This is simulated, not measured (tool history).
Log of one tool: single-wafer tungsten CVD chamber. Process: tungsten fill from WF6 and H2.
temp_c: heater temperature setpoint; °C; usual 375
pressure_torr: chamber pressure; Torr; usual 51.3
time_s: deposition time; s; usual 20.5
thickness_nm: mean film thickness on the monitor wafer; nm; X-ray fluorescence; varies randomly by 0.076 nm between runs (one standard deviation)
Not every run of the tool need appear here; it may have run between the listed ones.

run	hour	temp_c	pressure_torr	time_s	read-back reference wafer on the same gauge, thickness_nm	thickness_nm
1	0	375	51.3	20.5	59.881	48.129
2	9.1	375	51.3	20.5	59.882	48.243
3	15.5	375	51.3	18.6	59.896	43.721
4	29.5	375	51.3	18.6	59.886	43.671
5	45.4	368	51.3	20.5	59.913	40.892
6	62.1	375	51.3	20.5	59.912	48.189
7	70.3	375	51.3	20.5	59.893	48.197
8	85.6	375	51.3	20.5	59.921	48.227
# hour 103.4: showerhead replaced
9	103.9	375	59.6	20.5	59.873	51.264
10	114.7	375	59.6	20.5	59.909	51.18
# hour 132.1: thermocouple changed; heater temperature recalibrated
11	132.6	375	51.3	20.5	59.918	52.895
12	149	387	51.3	24	59.908	80.859
13	159.1	381	47.1	20.5	59.902	58.663
14	165.4	375	51.3	20.5	59.893	52.649
15	177.2	380	58.2	21.8	59.896	65.709
# hour 193.4: capacitance manometer re-zeroed and calibrated
16	194	375	51.3	20.5	59.896	50.506
17	203.3	383	57.2	17.8	59.899	54.711
18	215.5	375	46.5	20.5	59.881	48.616
19	224.6	388	51.3	24.5	59.867	80.411
# hour 233.6: gauge calibrated
20	242.5	382	51.3	20.5	59.884	58.727
21	269.8	375	51.3	20.5	59.914	50.047
22	281.2	383	39.8	20.5	59.892	54.213
23	295.7	375	51.3	20.5	59.895	49.79

5 ways to go on from here, each from the tool as it stands after run 23. What would each give?
A	296.1	375	39.7	20.5	?	?
B	296.1	383	51.3	23.8	?	?
C	296.1	364	51.3	20.5	?	?
D	296.1	375	59.3	17.5	?	?
E	296.1	363	51.3	20.5	?	?

run	read-back reference wafer on the same gauge, thickness_nm	thickness_nm
A	59.9	45.202
B	59.9	69.424
C	59.9	38.487
D	59.9	45.005
E	59.9	37.567
Stripped of hidden state, with their random variation kept, the same runs would have yielded:
run	thickness_nm
A	46.063
B	70.695
C	39.257
D	45.862
E	38.322
